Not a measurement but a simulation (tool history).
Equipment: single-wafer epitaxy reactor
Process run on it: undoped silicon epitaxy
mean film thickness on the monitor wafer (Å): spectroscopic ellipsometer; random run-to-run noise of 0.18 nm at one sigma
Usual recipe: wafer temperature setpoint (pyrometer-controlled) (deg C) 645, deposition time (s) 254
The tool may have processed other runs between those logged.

run	hour	wafer temperature setpoint (pyrometer-controlled) (deg C)	deposition time (s)	wafers since the last listed run	hours since the last pyrometer calibration	hours since the gauge calibration	read-back reference wafer on the same gauge, thickness_nm	mean film thickness on the monitor wafer (Å)
1	0	642	235	0	573.7	185.5	40.076	354.06
2	15.1	645	230	73	588.8	200.6	40.017	368.93
3	38.4	645	230	113	612.1	223.9	39.906	369.62
4	64.9	645	254	129	638.6	250.4	39.858	404.22
5	99.4	645	254	168	673.1	284.9	39.852	404.47
6	115.6	645	224	79	689.3	301.1	39.846	356.85
7	212.7	645	224	473	786.4	398.2	39.703	356.9
8	244.1	653	234	153	817.8	429.6	39.623	430.21
9	270.1	645	254	126	843.8	455.6	39.612	401.93
10	290.8	645	214	100	864.5	476.3	39.561	341.14
11	307.3	645	214	80	881	492.8	39.531	337.57
12	328.6	645	254	103	902.3	514.1	39.542	399.86
13	364.5	650	284	175	938.2	550	39.446	495.31
# hour 378: gauge calibrated
# hour 378.4: pyrometer calibrated
14	386.3	645	208	67	7.9	8.3	40.171	335.87
15	413.9	645	254	134	35.5	35.9	40.149	403.55
16	496.2	657	241	401	117.8	118.2	40.022	488.14
17	513.4	645	254	83	135	135.4	39.951	408.36
18	615	652	254	495	236.6	237	39.851	461.44

Run 19 is up next; what results do you expect?
19	639.7	649	287	120	261.3	261.7	?	?

{"run 19": {"read-back reference wafer on the same gauge, thickness_nm": 39.806, "mean film thickness on the monitor wafer (Å)": 495.07}}
Take away the tool's hidden state, keep the run-to-run variation as it was, and the same run would have given mean film thickness on the monitor wafer (Å) 499.92.

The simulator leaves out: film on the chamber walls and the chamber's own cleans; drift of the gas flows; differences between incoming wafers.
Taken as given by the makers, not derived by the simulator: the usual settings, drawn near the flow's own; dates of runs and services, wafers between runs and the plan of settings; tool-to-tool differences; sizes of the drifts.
